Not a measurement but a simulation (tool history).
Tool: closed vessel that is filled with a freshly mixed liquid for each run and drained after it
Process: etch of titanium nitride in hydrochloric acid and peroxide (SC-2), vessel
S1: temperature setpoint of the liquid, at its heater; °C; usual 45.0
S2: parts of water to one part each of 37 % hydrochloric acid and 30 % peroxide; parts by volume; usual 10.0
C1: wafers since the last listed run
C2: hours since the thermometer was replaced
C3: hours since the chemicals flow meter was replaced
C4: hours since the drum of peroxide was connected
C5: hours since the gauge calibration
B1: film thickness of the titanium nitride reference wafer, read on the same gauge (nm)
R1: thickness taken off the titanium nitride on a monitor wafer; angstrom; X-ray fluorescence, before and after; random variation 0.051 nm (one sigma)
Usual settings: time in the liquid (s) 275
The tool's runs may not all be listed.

{"run": 1, "hour": 0.0, "S1": 45.0, "S2": 10.0, "time in the liquid (s)": 345, "C1": 0, "C2": 556.3, "C3": 604.1, "C4": 864.9, "C5": 391.9, "B1": 99.99, "R1": 88.8}
{"hour": 12.5, "done": "chemicals flow meter replaced"}
{"hour": 92.3, "done": "thermometer replaced"}
{"run": 2, "hour": 104.5, "S1": 45.0, "S2": 10.0, "time in the liquid (s)": 345, "C1": 10600, "C2": 12.2, "C3": 92.0, "C4": 969.4, "C5": 496.4, "B1": 99.99, "R1": 91.7}
{"run": 3, "hour": 203.5, "S1": 45.0, "S2": 10.0, "time in the liquid (s)": 345, "C1": 10238, "C2": 111.2, "C3": 191.0, "C4": 1068.4, "C5": 595.4, "B1": 99.99, "R1": 92.8}
{"run": 4, "hour": 262.4, "S1": 45.0, "S2": 10.0, "time in the liquid (s)": 275, "C1": 6091, "C2": 170.1, "C3": 249.9, "C4": 1127.3, "C5": 654.3, "B1": 100.0, "R1": 73.0}
{"run": 5, "hour": 362.1, "S1": 45.0, "S2": 10.0, "time in the liquid (s)": 275, "C1": 10311, "C2": 269.8, "C3": 349.6, "C4": 1227.0, "C5": 754.0, "B1": 100.01, "R1": 72.5}
{"run": 6, "hour": 419.8, "S1": 45.0, "S2": 10.0, "time in the liquid (s)": 275, "C1": 5967, "C2": 327.5, "C3": 407.3, "C4": 1284.7, "C5": 811.7, "B1": 100.0, "R1": 71.8}
{"hour": 439.3, "done": "new drum of peroxide connected"}
{"run": 7, "hour": 486.6, "S1": 45.0, "S2": 12.0, "time in the liquid (s)": 390, "C1": 6805, "C2": 394.3, "C3": 474.1, "C4": 47.3, "C5": 878.5, "B1": 99.99, "R1": 86.6}
{"run": 8, "hour": 588.3, "S1": 45.0, "S2": 10.0, "time in the liquid (s)": 275, "C1": 10517, "C2": 496.0, "C3": 575.8, "C4": 149.0, "C5": 980.2, "B1": 99.99, "R1": 71.3}
{"hour": 685.5, "done": "gauge calibrated"}
{"run": 9, "hour": 690.2, "S1": 45.0, "S2": 10.0, "time in the liquid (s)": 275, "C1": 10538, "C2": 597.9, "C3": 677.7, "C4": 250.9, "C5": 4.7, "B1": 99.99, "R1": 70.3}
{"hour": 734.9, "done": "chemicals flow meter replaced"}
{"run": 10, "hour": 748.8, "S1": 39.5, "S2": 5.5, "time in the liquid (s)": 275, "C1": 5957, "C2": 656.5, "C3": 13.9, "C4": 309.5, "C5": 63.3, "B1": 100.02, "R1": 76.4}
{"run": 11, "hour": 789.0, "S1": 37.5, "S2": 14.5, "time in the liquid (s)": 420, "C1": 4157, "C2": 696.7, "C3": 54.1, "C4": 349.7, "C5": 103.5, "B1": 100.0, "R1": 46.3}
{"hour": 800.9, "done": "thermometer replaced"}
{"run": 12, "hour": 893.7, "S1": 38.5, "S2": 8.5, "time in the liquid (s)": 415, "C1": 10724, "C2": 92.8, "C3": 158.8, "C4": 454.4, "C5": 208.2, "B1": 100.02, "R1": 79.0}
{"run": 13, "hour": 968.0, "S1": 45.0, "S2": 10.0, "time in the liquid (s)": 345, "C1": 7684, "C2": 167.1, "C3": 233.1, "C4": 528.7, "C5": 282.5, "B1": 100.0, "R1": 91.6}
{"run": 14, "hour": 1044.6, "S1": 54.0, "S2": 14.5, "time in the liquid (s)": 400, "C1": 7922, "C2": 243.7, "C3": 309.7, "C4": 605.3, "C5": 359.1, "B1": 99.99, "R1": 138.7}

Measured less the same run without the tool's hidden state. The same run-to-run variation is in both; the gauge's scatter may not be:
The hidden state here: liquid colder than its thermometer reads (K); chemicals flow above the setpoint (%); peroxide weaker than its label (%); gauge reads high (%).
run=1 R1=-3.0
run=2 R1=-0.2
run=3 R1=-0.7
run=4 R1=-0.9
run=5 R1=-1.2
run=6 R1=-1.4
run=7 R1=-2.1
run=8 R1=-2.1
run=9 R1=-2.6
run=10 R1=-3.2
run=11 R1=-2.1
run=12 R1=-0.7
run=13 R1=-1.1
run=14 R1=-2.3

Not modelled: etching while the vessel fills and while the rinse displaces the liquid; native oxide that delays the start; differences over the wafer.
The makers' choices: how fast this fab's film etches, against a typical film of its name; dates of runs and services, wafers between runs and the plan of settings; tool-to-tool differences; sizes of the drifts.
